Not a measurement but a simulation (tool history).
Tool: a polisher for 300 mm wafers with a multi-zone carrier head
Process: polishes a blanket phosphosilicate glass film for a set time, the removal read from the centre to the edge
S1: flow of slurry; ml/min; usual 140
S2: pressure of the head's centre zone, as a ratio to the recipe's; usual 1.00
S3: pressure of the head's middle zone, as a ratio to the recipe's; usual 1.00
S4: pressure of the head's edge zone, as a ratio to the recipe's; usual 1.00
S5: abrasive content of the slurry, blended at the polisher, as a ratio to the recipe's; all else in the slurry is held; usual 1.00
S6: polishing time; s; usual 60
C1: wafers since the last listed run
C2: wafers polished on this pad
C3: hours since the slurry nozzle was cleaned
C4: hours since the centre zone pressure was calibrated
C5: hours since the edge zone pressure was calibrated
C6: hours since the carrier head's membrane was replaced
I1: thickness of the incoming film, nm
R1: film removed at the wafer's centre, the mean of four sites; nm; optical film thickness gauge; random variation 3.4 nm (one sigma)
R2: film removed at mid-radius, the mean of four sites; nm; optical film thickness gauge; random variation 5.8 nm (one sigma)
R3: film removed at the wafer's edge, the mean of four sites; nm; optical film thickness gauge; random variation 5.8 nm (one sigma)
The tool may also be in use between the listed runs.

Run 1, hour 0.0: usual settings but S4 1.05; C1 0; C2 2494; C3 653.8; C4 486.7; C5 570.6; C6 1583.6; I1 4767.1. Result: R1 398.4 nm, R2 408.0 nm, R3 403.3 nm.
At hour 23.8: edge zone pressure recalibrated.
Run 2, hour 71.0: usual settings but S4 1.05; C1 604; C2 3099; C3 724.8; C4 557.7; C5 47.2; C6 1654.6; I1 4896.8. Result: R1 398.0 nm, R2 392.4 nm, R3 395.9 nm.
At hour 113.2: slurry nozzle cleaned.
At hour 118.4: worn pad replaced by a new one.
Run 3, hour 145.4: usual settings but S2 1.04, S3 0.92; C1 608; C2 236; C3 32.2; C4 632.1; C5 121.6; C6 1729.0; I1 4832.5. Result: R1 445.4 nm, R2 393.2 nm, R3 419.9 nm.
Run 4, hour 245.9: usual settings but S2 1.04, S3 0.92; C1 880; C2 1116; C3 132.7; C4 732.6; C5 222.1; C6 1829.5; I1 4719.9. Result: R1 428.0 nm, R2 393.1 nm, R3 418.5 nm.
Run 5, hour 343.9: usual settings but S2 1.04, S3 0.92; C1 858; C2 1975; C3 230.7; C4 830.6; C5 320.1; C6 1927.5; I1 4810.2. Result: R1 415.1 nm, R2 375.8 nm, R3 403.8 nm.
Run 6, hour 435.0: usual settings but S1 115 ml/min; C1 798; C2 2773; C3 321.8; C4 921.7; C5 411.2; C6 2018.6; I1 4836.6. Result: R1 369.7 nm, R2 386.1 nm, R3 394.0 nm.
At hour 465.2: carrier head's membrane replaced by a new one.
Run 7, hour 486.6: usual settings but S2 1.09; C1 408; C2 3182; C3 373.4; C4 973.3; C5 462.8; C6 21.4; I1 4799.4. Result: R1 417.8 nm, R2 399.6 nm, R3 392.3 nm.
At hour 500.1: worn pad replaced by a new one.
At hour 571.2: centre zone pressure recalibrated.
Run 8, hour 579.7: usual settings but S5 0.85; C1 763; C2 679; C3 466.5; C4 8.5; C5 555.9; C6 114.5; I1 4696.2. Result: R1 382.6 nm, R2 396.1 nm, R3 379.7 nm.
Run 9, hour 638.2: usual settings but S1 90 ml/min, S3 0.88; C1 512; C2 1192; C3 525.0; C4 67.0; C5 614.4; C6 173.0; I1 4800.1. Result: R1 367.1 nm, R2 336.4 nm, R3 384.3 nm.
At hour 676.5: edge zone pressure recalibrated.
Run 10, hour 708.4: usual settings but S2 1.03, S3 0.92, S4 1.11, S5 1.30; C1 597; C2 1790; C3 595.2; C4 137.2; C5 31.9; C6 243.2; I1 4784.3. Result: R1 473.8 nm, R2 424.1 nm, R3 479.8 nm.
Run 11, hour 756.4: usual settings; C1 420; C2 2210; C3 643.2; C4 185.2; C5 79.9; C6 291.2; I1 4775.8. Result: R1 405.3 nm, R2 396.8 nm, R3 402.9 nm.
At hour 827.7: worn pad replaced by a new one.
Run 12, hour 830.7: usual settings but S3 0.97; C1 616; C2 26; C3 717.5; C4 259.5; C5 154.2; C6 365.5; I1 4770.6. Result: R1 436.6 nm, R2 428.4 nm, R3 425.1 nm.
At hour 839.0: slurry nozzle cleaned.
Run 13, hour 893.4: usual settings; C1 540; C2 566; C3 54.4; C4 322.2; C5 216.9; C6 428.2; I1 4769.2. Result: R1 424.9 nm, R2 428.1 nm, R3 427.0 nm.
Run 14, hour 939.5: usual settings but S3 0.96, S5 0.90; C1 403; C2 970; C3 100.5; C4 368.3; C5 263.0; C6 474.3; I1 4804.6. Result: R1 402.3 nm, R2 391.7 nm, R3 392.3 nm.
Run 15, hour 1017.8: usual settings but S4 1.05; C1 686; C2 1656; C3 178.8; C4 446.6; C5 341.3; C6 552.6; I1 4841.9. Result: R1 412.4 nm, R2 411.2 nm, R3 422.6 nm.
Run 16, hour 1088.4: usual settings but S1 105 ml/min, S3 0.93; C1 618; C2 2275; C3 249.4; C4 517.2; C5 411.9; C6 623.2; I1 4825.5. Result: R1 378.8 nm, R2 358.7 nm, R3 381.7 nm.
Run 17, hour 1158.0: usual settings but S3 1.08; C1 609; C2 2885; C3 319.0; C4 586.8; C5 481.5; C6 692.8; I1 4796.8. Result: R1 401.9 nm, R2 432.8 nm, R3 392.9 nm.
Run 18, hour 1209.1: usual settings but S2 1.11, S5 0.75; C1 447; C2 3333; C3 370.1; C4 637.9; C5 532.6; C6 743.9; I1 4827.7. Result: R1 369.1 nm, R2 339.1 nm, R3 336.9 nm.
At hour 1237.3: worn pad replaced by a new one.
Run 19, hour 1315.9: usual settings but S5 0.90, S6 50 s; C1 900; C2 688; C3 476.9; C4 744.7; C5 639.4; C6 850.7; I1 4858.1. Result: R1 337.4 nm, R2 325.6 nm, R3 327.9 nm.
At hour 1334.2: edge zone pressure recalibrated.
Run 20, hour 1385.6: usual settings but S1 155 ml/min, S4 1.04; C1 593; C2 1282; C3 546.6; C4 814.4; C5 51.4; C6 920.4; I1 4800.1. Result: R1 421.3 nm, R2 423.2 nm, R3 438.1 nm.

The same runs without the tool's hidden state, with the same run-to-run variation:
The hidden state here: removal rate lost through wear of the pad, %; slurry flow missing at the pad, %; deviation of the centre zone's pressure from its setpoint, %; deviation of the edge zone's pressure from its setpoint, %.
run     R1     R2     R3
  1  427.0  437.3  432.2
  2  433.6  427.5  431.3
  3  457.4  403.8  431.2
  4  449.4  412.8  439.5
  5  445.8  403.5  433.6
  6  405.5  423.5  432.2
  7  464.0  443.8  435.6
  8  393.8  407.6  390.8
  9  382.7  350.8  400.7
 10  501.8  449.2  508.3
 11  434.0  424.9  431.5
 12  437.1  428.9  425.6
 13  431.2  434.4  433.3
 14  412.4  401.5  402.1
 15  430.1  428.9  440.8
 16  401.4  380.1  404.5
 17  432.8  466.1  423.0
 18  402.2  369.5  367.2
 19  345.2  333.0  335.4
 20  437.7  439.7  455.1

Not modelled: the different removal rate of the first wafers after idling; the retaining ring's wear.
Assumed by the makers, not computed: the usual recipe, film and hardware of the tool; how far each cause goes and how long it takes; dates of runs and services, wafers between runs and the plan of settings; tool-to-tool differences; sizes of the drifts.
